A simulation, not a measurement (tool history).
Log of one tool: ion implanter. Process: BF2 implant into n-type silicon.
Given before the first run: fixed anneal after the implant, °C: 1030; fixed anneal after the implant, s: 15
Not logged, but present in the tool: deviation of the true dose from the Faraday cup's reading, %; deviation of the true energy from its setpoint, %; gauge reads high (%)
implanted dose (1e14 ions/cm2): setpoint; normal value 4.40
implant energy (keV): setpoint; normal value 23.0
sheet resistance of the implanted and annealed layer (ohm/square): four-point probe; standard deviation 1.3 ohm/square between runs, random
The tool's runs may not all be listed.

run    hour  implanted dose (1e14 ions/cm2)  implant energy (keV)  wafers since the last listed run  hours since the last dose calibration  hours since the extraction supply was calibrated  hours since the gauge calibration  read-back reference wafer on the same gauge, sheet resistance  sheet resistance of the implanted and annealed layer (ohm/square)
  1     0.0                            4.40                  23.0                                 0                                  911.9                                            3185.0                              962.6                                                         222.50                                                             262.24
  2    68.3                            4.40                  23.0                              1043                                  980.2                                            3253.3                             1030.9                                                         223.06                                                             262.63
  3   105.1                            4.40                  23.0                               562                                 1017.0                                            3290.1                             1067.7                                                         222.59                                                             262.93
  4   152.5                            5.09                  23.0                               724                                 1064.4                                            3337.5                             1115.1                                                         222.63                                                             233.26
  5   248.1                            5.09                  23.0                              1461                                 1160.0                                            3433.1                             1210.7                                                         223.08                                                             233.83
  6   349.8                            5.09                  23.0                              1554                                 1261.7                                            3534.8                             1312.4                                                         222.84                                                             233.13
  7   392.7                            3.55                  23.0                               655                                 1304.6                                            3577.7                             1355.3                                                         223.52                                                             313.12
  8   481.8                            3.63                  23.0                              1361                                 1393.7                                            3666.8                             1444.4                                                         223.42                                                             309.47
  9   540.2                            3.63                  23.0                               892                                 1452.1                                            3725.2                             1502.8                                                         223.44                                                             309.28
 10   640.4                            4.40                  23.0                              1531                                 1552.3                                            3825.4                             1603.0                                                         223.32                                                             263.01
      725.7  -- Faraday cup replaced and dose calibrated
      732.3  -- extraction supply calibrated
 11   732.8                            4.40                  23.0                              1189                                    7.1                                               0.5                             1695.4                                                         223.00                                                             260.19
 12   810.9                            4.40                  23.0                              1193                                   85.2                                              78.6                             1773.5                                                         223.59                                                             263.81
      814.3  -- gauge calibrated
 13   850.3                            3.13                  18.5                               602                                  124.6                                             118.0                               36.0                                                         219.87                                                             351.34
 14   926.2                            3.49                  20.0                              1160                                  200.5                                             193.9                              111.9                                                         220.51                                                             318.43
 15   986.9                            3.59                  23.0                               927                                  261.2                                             254.6                              172.6                                                         220.91                                                             307.52
 16  1066.8                            5.69                  27.5                              1221                                  341.1                                             334.5                              252.5                                                         221.32                                                             205.57
 17  1318.3                            4.84                  28.5                              3843                                  592.6                                             586.0                              504.0                                                         222.50                                                             237.38
 18  1517.3                            4.40                  23.0                              3041                                  791.6                                             785.0                              703.0                                                         223.11                                                             264.83
 19  1608.6                            3.25                  23.0                              1395                                  882.9                                             876.3                              794.3                                                         223.47                                                             337.59
 20  1673.0                            3.59                  23.0                               984                                  947.3                                             940.7                              858.7                                                         223.94                                                             310.50

Forecast run 21:
 21  1719.5                            5.34                  26.5                               710                                  993.8                                             987.2                              905.2                                                              ?                                                                  ?

Logged for run 21: read-back reference wafer on the same gauge, sheet resistance 223.78, sheet resistance of the implanted and annealed layer (ohm/square) 220.89.
Were there no unlogged condition in the tool, this run, its random variation unchanged, would have produced sheet resistance of the implanted and annealed layer (ohm/square) 216.19.
